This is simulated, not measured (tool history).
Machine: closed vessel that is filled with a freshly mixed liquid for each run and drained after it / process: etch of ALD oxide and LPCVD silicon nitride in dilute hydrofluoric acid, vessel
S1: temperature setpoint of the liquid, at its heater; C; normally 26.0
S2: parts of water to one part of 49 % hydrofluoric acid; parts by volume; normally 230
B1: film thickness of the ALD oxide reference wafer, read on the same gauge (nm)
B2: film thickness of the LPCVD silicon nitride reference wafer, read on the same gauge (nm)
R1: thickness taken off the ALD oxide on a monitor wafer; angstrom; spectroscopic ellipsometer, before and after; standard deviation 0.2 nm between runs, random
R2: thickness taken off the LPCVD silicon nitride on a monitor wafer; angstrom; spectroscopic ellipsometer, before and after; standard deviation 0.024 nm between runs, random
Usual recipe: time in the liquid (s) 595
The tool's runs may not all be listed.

run 1 hour=0.0 | S1=26.0 S2=230 time_in_the_liquid_(s)=595 | B1=109.98 B2=120.007 | R1=349.8 R2=14.75
run 2 hour=15.4 | S1=28.5 S2=230 time_in_the_liquid_(s)=595 | B1=110.00 B2=120.004 | R1=380.5 R2=17.69
run 3 hour=23.1 | S1=28.5 S2=230 time_in_the_liquid_(s)=595 | B1=109.97 B2=119.987 | R1=385.6 R2=17.65
run 4 hour=32.0 | S1=28.5 S2=230 time_in_the_liquid_(s)=595 | B1=110.04 B2=119.999 | R1=382.2 R2=17.98
run 5 hour=46.9 | S1=26.0 S2=160 time_in_the_liquid_(s)=730 | B1=109.99 B2=119.978 | R1=666.0 R2=26.55
run 6 hour=55.9 | S1=26.0 S2=145 time_in_the_liquid_(s)=745 | B1=110.01 B2=119.997 | R1=760.9 R2=29.78
run 7 hour=65.8 | S1=26.0 S2=145 time_in_the_liquid_(s)=745 | B1=110.02 B2=119.993 | R1=768.3 R2=30.39
run 8 hour=76.8 | S1=26.0 S2=145 time_in_the_liquid_(s)=745 | B1=109.97 B2=120.024 | R1=757.5 R2=30.20
-- hour=88.3 thermometer replaced
-- hour=89.0 gauge calibrated
run 9 hour=89.1 | S1=26.0 S2=230 time_in_the_liquid_(s)=595 | B1=110.03 B2=119.995 | R1=354.8 R2=15.11
run 10 hour=98.1 | S1=26.0 S2=230 time_in_the_liquid_(s)=595 | B1=110.00 B2=120.032 | R1=349.2 R2=15.28
run 11 hour=114.6 | S1=26.0 S2=230 time_in_the_liquid_(s)=595 | B1=110.03 B2=119.998 | R1=350.0 R2=15.33
run 12 hour=124.2 | S1=26.0 S2=230 time_in_the_liquid_(s)=595 | B1=109.98 B2=120.002 | R1=353.5 R2=15.17
run 13 hour=137.9 | S1=27.5 S2=140 time_in_the_liquid_(s)=335 | B1=109.98 B2=120.001 | R1=378.3 R2=15.78
run 14 hour=147.0 | S1=30.5 S2=320 time_in_the_liquid_(s)=595 | B1=110.01 B2=120.000 | R1=268.2 R2=14.24
-- hour=154.0 hydrofluoric acid flow meter replaced
run 15 hour=160.3 | S1=23.5 S2=135 time_in_the_liquid_(s)=795 | B1=110.00 B2=120.012 | R1=847.7 R2=31.62
run 16 hour=175.6 | S1=26.0 S2=230 time_in_the_liquid_(s)=595 | B1=110.02 B2=119.993 | R1=380.5 R2=16.47
run 17 hour=185.4 | S1=22.0 S2=230 time_in_the_liquid_(s)=700 | B1=110.00 B2=119.974 | R1=378.0 R2=14.47
run 18 hour=202.1 | S1=30.5 S2=230 time_in_the_liquid_(s)=595 | B1=110.01 B2=119.985 | R1=443.3 R2=21.18
run 19 hour=215.3 | S1=28.0 S2=175 time_in_the_liquid_(s)=820 | B1=110.02 B2=120.011 | R1=791.5 R2=32.86
run 20 hour=228.2 | S1=26.0 S2=230 time_in_the_liquid_(s)=595 | B1=110.00 B2=120.003 | R1=380.0 R2=16.97
-- hour=230.6 hydrofluoric acid flow meter replaced, repeated, since the last time left the tool worse
run 21 hour=236.9 | S1=26.0 S2=310 time_in_the_liquid_(s)=595 | B1=109.99 B2=119.997 | R1=218.1 R2=10.28
run 22 hour=262.7 | S1=26.0 S2=230 time_in_the_liquid_(s)=340 | B1=110.04 B2=119.995 | R1=182.9 R2=8.02
run 23 hour=275.7 | S1=26.0 S2=305 time_in_the_liquid_(s)=505 | B1=110.02 B2=119.992 | R1=191.1 R2=8.98
run 24 hour=285.5 | S1=30.0 S2=190 time_in_the_liquid_(s)=595 | B1=109.98 B2=119.980 | R1=469.1 R2=21.85
run 25 hour=303.2 | S1=28.0 S2=230 time_in_the_liquid_(s)=490 | B1=109.98 B2=119.990 | R1=284.6 R2=13.17

5 options for the next run, each taken on its own from the tool as it stands now. Forecast them:
run A hour=304.0 | S1=23.5 S2=230 time_in_the_liquid_(s)=595 | B1=? B2=? | R1=? R2=?
run B hour=304.0 | S1=28.5 S2=230 time_in_the_liquid_(s)=860 | B1=? B2=? | R1=? R2=?
run C hour=304.0 | S1=22.5 S2=290 time_in_the_liquid_(s)=950 | B1=? B2=? | R1=? R2=?
run D hour=304.0 | S1=29.0 S2=200 time_in_the_liquid_(s)=595 | B1=? B2=? | R1=? R2=?
run E hour=304.0 | S1=28.0 S2=230 time_in_the_liquid_(s)=425 | B1=? B2=? | R1=? R2=?

run=A B1=110.02 B2=120.000 R1=292.0 R2=12.25
run=B B1=110.02 B2=120.000 R1=504.0 R2=24.08
run=C B1=110.02 B2=120.000 R1=336.3 R2=14.63
run=D B1=110.02 B2=120.000 R1=422.5 R2=19.79
run=E B1=110.02 B2=120.000 R1=244.8 R2=11.55
With the hidden condition removed and each run's random variation left untouched, the same runs would have given:
run=A R1=288.1 R2=12.13
run=B R1=497.2 R2=23.82
run=C R1=331.7 R2=14.48
run=D R1=416.9 R2=19.57
run=E R1=241.5 R2=11.42

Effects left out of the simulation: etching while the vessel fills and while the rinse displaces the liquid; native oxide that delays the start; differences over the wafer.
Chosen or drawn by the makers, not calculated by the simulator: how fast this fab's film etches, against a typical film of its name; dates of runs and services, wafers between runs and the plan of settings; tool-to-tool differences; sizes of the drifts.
